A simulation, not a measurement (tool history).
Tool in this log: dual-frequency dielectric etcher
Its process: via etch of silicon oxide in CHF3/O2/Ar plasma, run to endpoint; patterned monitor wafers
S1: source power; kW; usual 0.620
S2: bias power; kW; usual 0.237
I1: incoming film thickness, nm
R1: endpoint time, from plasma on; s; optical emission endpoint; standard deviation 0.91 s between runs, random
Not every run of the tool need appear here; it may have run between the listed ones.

| run | hour | S1 | S2 | I1 | R1 |
|---|---|---|---|---|---|
| 1 | 0.0 | 0.750 | 0.209 | 610.7 | 294.2 |
| 2 | 17.5 | 0.620 | 0.237 | 615.0 | 308.3 |
| 3 | 29.2 | 0.620 | 0.237 | 616.9 | 308.8 |
| 4 | 70.8 | 0.620 | 0.237 | 613.2 | 308.0 |
| 5 | 86.3 | 0.620 | 0.237 | 614.4 | 306.8 |
| 6 | 104.2 | 0.620 | 0.237 | 613.5 | 309.0 |
| 7 | 117.6 | 0.620 | 0.237 | 611.3 | 307.2 |
| 8 | 123.7 | 0.620 | 0.237 | 616.8 | 310.3 |
| 9 | 129.9 | 0.620 | 0.237 | 614.8 | 310.1 |
| 10 | 136.2 | 0.620 | 0.237 | 617.7 | 313.0 |
|  | 173.3 | wet clean of the chamber |
| 11 | 173.8 | 0.620 | 0.265 | 609.0 | 295.9 |
| 12 | 174.2 | 0.620 | 0.237 | 615.3 | 304.8 |
| 13 | 174.6 | 0.620 | 0.237 | 613.0 | 303.1 |
| 14 | 175.9 | 0.620 | 0.237 | 607.0 | 300.5 |
|  | 208.1 | upper electrode replaced |
| 15 | 208.6 | 0.620 | 0.237 | 611.4 | 304.8 |
| 16 | 209.0 | 0.620 | 0.237 | 608.3 | 302.8 |
| 17 | 216.2 | 0.510 | 0.188 | 615.2 | 339.2 |
| 18 | 225.0 | 0.520 | 0.188 | 611.0 | 334.6 |
| 19 | 236.8 | 0.720 | 0.261 | 622.4 | 290.2 |
| 20 | 243.3 | 0.620 | 0.237 | 613.6 | 304.1 |
|  | 249.5 | source power generator calibrated |
| 21 | 255.4 | 0.620 | 0.237 | 616.2 | 307.1 |
| 22 | 268.1 | 0.510 | 0.217 | 611.6 | 329.7 |
| 23 | 285.0 | 0.670 | 0.237 | 612.5 | 297.9 |
| 24 | 296.2 | 0.550 | 0.190 | 613.8 | 330.6 |
| 25 | 308.4 | 0.530 | 0.237 | 611.1 | 319.5 |
| 26 | 324.6 | 0.710 | 0.273 | 619.5 | 288.6 |
|  | 351.8 | bias power generator calibrated |
| 27 | 375.7 | 0.620 | 0.273 | 617.9 | 301.4 |
| 28 | 387.8 | 0.710 | 0.237 | 618.7 | 299.0 |
| 29 | 402.5 | 0.620 | 0.237 | 615.4 | 309.7 |
| 30 | 420.3 | 0.620 | 0.237 | 612.1 | 307.3 |
| 31 | 434.5 | 0.490 | 0.237 | 612.2 | 332.2 |
| 32 | 447.1 | 0.460 | 0.237 | 620.5 | 341.6 |
| 33 | 463.3 | 0.560 | 0.204 | 610.6 | 326.7 |
| 34 | 477.3 | 0.770 | 0.287 | 611.7 | 276.8 |
| 35 | 485.3 | 0.540 | 0.237 | 617.0 | 324.5 |
| 36 | 493.7 | 0.620 | 0.200 | 607.9 | 316.0 |

For each run, what was the tool's unlogged condition?
source power that arrives over what is set, %: 0, the same for each run
bias power that arrives over what is set, %: 0, the same for each run
H1: etch rate over this chamber's usual, %
| run | H1 |
|---|---|
| 1 | -1.21 |
| 2 | -1.31 |
| 3 | -1.37 |
| 4 | -1.61 |
| 5 | -1.7 |
| 6 | -1.8 |
| 7 | -1.88 |
| 8 | -1.91 |
| 9 | -1.95 |
| 10 | -1.99 |
| 11 | -0.237 |
| 12 | -0.24 |
| 13 | -0.242 |
| 14 | -0.249 |
| 15 | -0.436 |
| 16 | -0.439 |
| 17 | -0.48 |
| 18 | -0.53 |
| 19 | -0.598 |
| 20 | -0.635 |
| 21 | -0.704 |
| 22 | -0.777 |
| 23 | -0.873 |
| 24 | -0.937 |
| 25 | -1.01 |
| 26 | -1.1 |
| 27 | -1.39 |
| 28 | -1.46 |
| 29 | -1.55 |
| 30 | -1.65 |
| 31 | -1.73 |
| 32 | -1.8 |
| 33 | -1.89 |
| 34 | -1.97 |
| 35 | -2.02 |
| 36 | -2.07 |
